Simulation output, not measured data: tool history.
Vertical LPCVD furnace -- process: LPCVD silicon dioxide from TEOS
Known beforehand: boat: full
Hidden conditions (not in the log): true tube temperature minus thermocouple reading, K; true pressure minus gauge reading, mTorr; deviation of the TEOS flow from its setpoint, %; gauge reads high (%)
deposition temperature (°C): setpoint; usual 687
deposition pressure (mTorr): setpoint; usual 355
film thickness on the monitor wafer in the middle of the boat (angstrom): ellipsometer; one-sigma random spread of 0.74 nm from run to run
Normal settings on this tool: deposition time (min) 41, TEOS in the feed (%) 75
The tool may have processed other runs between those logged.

run	hour	deposition temperature (°C)	deposition pressure (mTorr)	deposition time (min)	TEOS in the feed (%)	wafers since the last listed run	hours since the last temperature calibration	hours since the pressure gauge was zeroed	hours since the TEOS flow controller was replaced	hours since the gauge calibration	read-back reference wafer on the same gauge, thickness	film thickness on the monitor wafer in the middle of the boat (angstrom)
1	0	687	355	41	75	0	1173.4	2201.1	2982.7	410.7	239.96	2925.8
2	12.1	687	355	41	75	195	1185.5	2213.2	2994.8	422.8	239.78	2900
3	25.8	687	355	41	75	221	1199.2	2226.9	3008.5	436.5	240.15	2902.8
4	59.8	687	355	41	75	548	1233.2	2260.9	3042.5	470.5	240.06	2935.4
5	75.3	687	355	41	75	250	1248.7	2276.4	3058	486	239.97	2920.1
6	108.6	687	355	41	75	537	1282	2309.7	3091.3	519.3	240.15	2924.9
7	136.9	687	355	41	75	456	1310.3	2338	3119.6	547.6	240.1	2927.6
# hour 164.7: TEOS flow controller replaced
# hour 178.4: pressure gauge zeroed
8	187.2	687	355	41	75	203	1360.6	8.8	22.5	597.9	240.02	2927.2
# hour 212.2: gauge calibrated
9	220.3	687	355	41	75	534	1393.7	41.9	55.6	8.1	240.18	2929.8
# hour 273.4: thermocouples replaced and temperature profile calibrated
10	285.1	687	355	32	88	658	11.7	106.7	120.4	72.9	239.88	2242.7
11	312.7	687	440	41	67	445	39.3	134.3	148	100.5	240.03	2805.6
12	346.7	687	355	41	75	548	73.3	168.3	182	134.5	239.89	2676.1
13	369.7	697	285	46	80	371	96.3	191.3	205	157.5	240.11	3540.3
14	404.2	687	355	41	80	556	130.8	225.8	239.5	192	240.08	2806.7
15	430.6	687	355	41	75	425	157.2	252.2	265.9	218.4	239.82	2709.9
16	452.5	695	405	33	86	353	179.1	274.1	287.8	240.3	240.04	3043.9
17	487.6	697	395	32	75	566	214.2	309.2	322.9	275.4	240.03	2857.3

Here are 4 independent what-if runs from the current tool condition. What would each one return?
A	492	687	355	41	75	70	218.6	313.6	327.3	279.8	?	?
B	492	675	355	47	88	70	218.6	313.6	327.3	279.8	?	?
C	492	681	355	41	68	70	218.6	313.6	327.3	279.8	?	?
D	492	698	400	52.5	82	70	218.6	313.6	327.3	279.8	?	?

run	read-back reference wafer on the same gauge, thickness	film thickness on the monitor wafer in the middle of the boat (angstrom)
A	240.02	2723.6
B	240.02	2532.1
C	240.02	2246
D	240.02	5014.9
Had the tool no hidden state, the same runs would have come out as:
run	film thickness on the monitor wafer in the middle of the boat (angstrom)
A	2613.2
B	2426.9
C	2153.9
D	4816.2

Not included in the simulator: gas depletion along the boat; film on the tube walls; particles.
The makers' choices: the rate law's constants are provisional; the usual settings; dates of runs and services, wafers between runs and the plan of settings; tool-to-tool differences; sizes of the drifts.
